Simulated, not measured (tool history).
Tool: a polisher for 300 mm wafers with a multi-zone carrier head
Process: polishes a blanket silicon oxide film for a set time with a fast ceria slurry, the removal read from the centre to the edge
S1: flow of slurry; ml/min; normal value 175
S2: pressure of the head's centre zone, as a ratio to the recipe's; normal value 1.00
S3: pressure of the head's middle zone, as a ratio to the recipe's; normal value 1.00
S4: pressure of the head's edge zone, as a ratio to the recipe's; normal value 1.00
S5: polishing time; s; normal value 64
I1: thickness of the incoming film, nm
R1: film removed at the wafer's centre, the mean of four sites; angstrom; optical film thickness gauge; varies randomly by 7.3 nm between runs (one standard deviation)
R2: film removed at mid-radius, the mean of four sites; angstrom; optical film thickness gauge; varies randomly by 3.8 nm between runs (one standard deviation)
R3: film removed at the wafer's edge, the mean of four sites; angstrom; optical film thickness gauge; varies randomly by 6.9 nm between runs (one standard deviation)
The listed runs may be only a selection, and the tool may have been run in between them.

run 1 hour=0.0 | S1=175 S2=1.00 S3=1.00 S4=1.00 S5=64 | I1=1982.2 | R1=5739 R2=5691 R3=5620
run 2 hour=46.8 | S1=175 S2=1.09 S3=1.00 S4=1.00 S5=64 | I1=1977.3 | R1=6104 R2=5573 R3=5611
run 3 hour=115.3 | S1=175 S2=0.95 S3=1.06 S4=0.96 S5=71 | I1=1969.1 | R1=5795 R2=6382 R3=5892
run 4 hour=165.5 | S1=175 S2=1.00 S3=1.03 S4=1.00 S5=64 | I1=2016.9 | R1=5374 R2=5564 R3=5444
run 5 hour=206.6 | S1=175 S2=1.05 S3=1.00 S4=1.09 S5=64 | I1=2009.0 | R1=5630 R2=5356 R3=5529
run 6 hour=250.7 | S1=215 S2=1.11 S3=1.05 S4=1.00 S5=71 | I1=1979.3 | R1=6820 R2=6408 R3=5978
run 7 hour=312.5 | S1=175 S2=1.00 S3=1.00 S4=1.00 S5=64 | I1=1973.0 | R1=5129 R2=5125 R3=5065
run 8 hour=354.4 | S1=175 S2=1.00 S3=1.00 S4=1.00 S5=64 | I1=1988.4 | R1=5678 R2=5622 R3=5719
run 9 hour=414.6 | S1=175 S2=1.00 S3=1.06 S4=1.11 S5=85 | I1=2011.9 | R1=7322 R2=7735 R3=7712
run 10 hour=471.0 | S1=175 S2=1.00 S3=1.00 S4=1.00 S5=64 | I1=1974.0 | R1=5443 R2=5376 R3=5426
run 11 hour=495.7 | S1=225 S2=1.00 S3=1.00 S4=1.00 S5=64 | I1=1997.1 | R1=5686 R2=5714 R3=5646
run 12 hour=555.0 | S1=175 S2=1.00 S3=0.91 S4=1.07 S5=75 | I1=2032.7 | R1=6177 R2=5652 R3=6466
run 13 hour=603.6 | S1=175 S2=1.05 S3=1.10 S4=1.04 S5=71 | I1=2018.5 | R1=6036 R2=6183 R3=5916
run 14 hour=729.8 | S1=175 S2=1.12 S3=0.89 S4=1.00 S5=64 | I1=2005.8 | R1=5892 R2=4811 R3=5282
run 15 hour=782.7 | S1=140 S2=0.89 S3=1.03 S4=1.12 S5=64 | I1=2003.3 | R1=4821 R2=5546 R3=5741
run 16 hour=853.9 | S1=175 S2=1.00 S3=1.00 S4=1.00 S5=64 | I1=2018.3 | R1=5682 R2=5527 R3=5623
run 17 hour=888.6 | S1=175 S2=1.00 S3=1.03 S4=1.00 S5=64 | I1=2024.7 | R1=5414 R2=5614 R3=5510
run 18 hour=957.4 | S1=175 S2=1.00 S3=1.00 S4=1.00 S5=81 | I1=1996.7 | R1=6883 R2=6835 R3=6837
run 19 hour=1076.8 | S1=175 S2=1.00 S3=0.96 S4=1.00 S5=74 | I1=2030.4 | R1=5899 R2=5747 R3=5940
run 20 hour=1119.1 | S1=175 S2=0.96 S3=1.00 S4=1.00 S5=78 | I1=2008.3 | R1=6410 R2=6630 R3=6738
run 21 hour=1153.4 | S1=150 S2=1.00 S3=1.00 S4=1.00 S5=85 | I1=2026.1 | R1=6863 R2=6901 R3=7106
run 22 hour=1186.7 | S1=175 S2=1.00 S3=1.00 S4=1.03 S5=64 | I1=2003.8 | R1=5271 R2=5298 R3=5466
run 23 hour=1225.4 | S1=175 S2=1.00 S3=1.00 S4=1.00 S5=64 | I1=1986.0 | R1=5254 R2=5246 R3=5390

Missing from the log above: 9 entries noted between runs. For each, name the pair of listed runs it sits between and say how the tool's hidden condition differs from the listed run just before to the listed run just after:
Logged between run 7 and run 8: worn pad replaced by a new one (hour 337.5)
  removal rate lost through wear of the pad, %: 9.41 -> 0.682; slurry flow missing at the pad, %: 13.5 -> 15.3
  what was measured, less what the result would be without the hidden state, R1: -718 -> -255 angstrom; R2: -696 -> -228 angstrom; R3: -643 -> -178 angstrom
Logged between run 9 and run 10: carrier head's membrane replaced by a new one (hour 424.5)
  removal rate lost through wear of the pad, %: 1.9 -> 3.05; slurry flow missing at the pad, %: 17.7 -> 20
  what was measured, less what the result would be without the hidden state, R1: -482 -> -470 angstrom; R2: -469 -> -431 angstrom; R3: -378 -> -360 angstrom
Logged between run 11 and run 12: edge zone pressure recalibrated (hour 549.5)
  removal rate lost through wear of the pad, %: 3.55 -> 4.76; slurry flow missing at the pad, %: 21 -> 23.4
  what was measured, less what the result would be without the hidden state, R1: -463 -> -736 angstrom; R2: -438 -> -628 angstrom; R3: -374 -> -605 angstrom
Logged between run 12 and run 13: centre zone pressure recalibrated (hour 583.2)
  removal rate lost through wear of the pad, %: 4.76 -> 5.74; slurry flow missing at the pad, %: 23.4 -> 25.4
  what was measured, less what the result would be without the hidden state, R1: -736 -> -842 angstrom; R2: -628 -> -806 angstrom; R3: -605 -> -652 angstrom
Logged between run 13 and run 14: slurry nozzle cleaned (hour 616.7)
  removal rate lost through wear of the pad, %: 5.74 -> 8.31; slurry flow missing at the pad, %: 25.4 -> 10.4
  what was measured, less what the result would be without the hidden state, R1: -842 -> -689 angstrom; R2: -806 -> -548 angstrom; R3: -652 -> -568 angstrom
Logged between run 14 and run 15: worn pad replaced by a new one (hour 738.8)
  removal rate lost through wear of the pad, %: 8.31 -> 0.947; slurry flow missing at the pad, %: 10.4 -> 12.6
  what was measured, less what the result would be without the hidden state, R1: -689 -> -233 angstrom; R2: -548 -> -243 angstrom; R3: -568 -> -192 angstrom
Logged between run 18 and run 19: carrier head's membrane replaced by a new one (hour 1076.3)
  removal rate lost through wear of the pad, %: 4.5 -> 6.92; slurry flow missing at the pad, %: 19.7 -> 24.6
  what was measured, less what the result would be without the hidden state, R1: -700 -> -885 angstrom; R2: -653 -> -812 angstrom; R3: -559 -> -725 angstrom
Logged between run 19 and run 20: worn pad replaced by a new one (hour 1118.6)
  removal rate lost through wear of the pad, %: 6.92 -> 0.773; slurry flow missing at the pad, %: 24.6 -> 26.3
  what was measured, less what the result would be without the hidden state, R1: -885 -> -552 angstrom; R2: -812 -> -510 angstrom; R3: -725 -> -383 angstrom
Logged between run 22 and run 23: edge zone pressure recalibrated (hour 1207.3)
  removal rate lost through wear of the pad, %: 2.15 -> 2.93; slurry flow missing at the pad, %: 29 -> 30.6
  what was measured, less what the result would be without the hidden state, R1: -601 -> -688 angstrom; R2: -546 -> -625 angstrom; R3: -433 -> -499 angstrom

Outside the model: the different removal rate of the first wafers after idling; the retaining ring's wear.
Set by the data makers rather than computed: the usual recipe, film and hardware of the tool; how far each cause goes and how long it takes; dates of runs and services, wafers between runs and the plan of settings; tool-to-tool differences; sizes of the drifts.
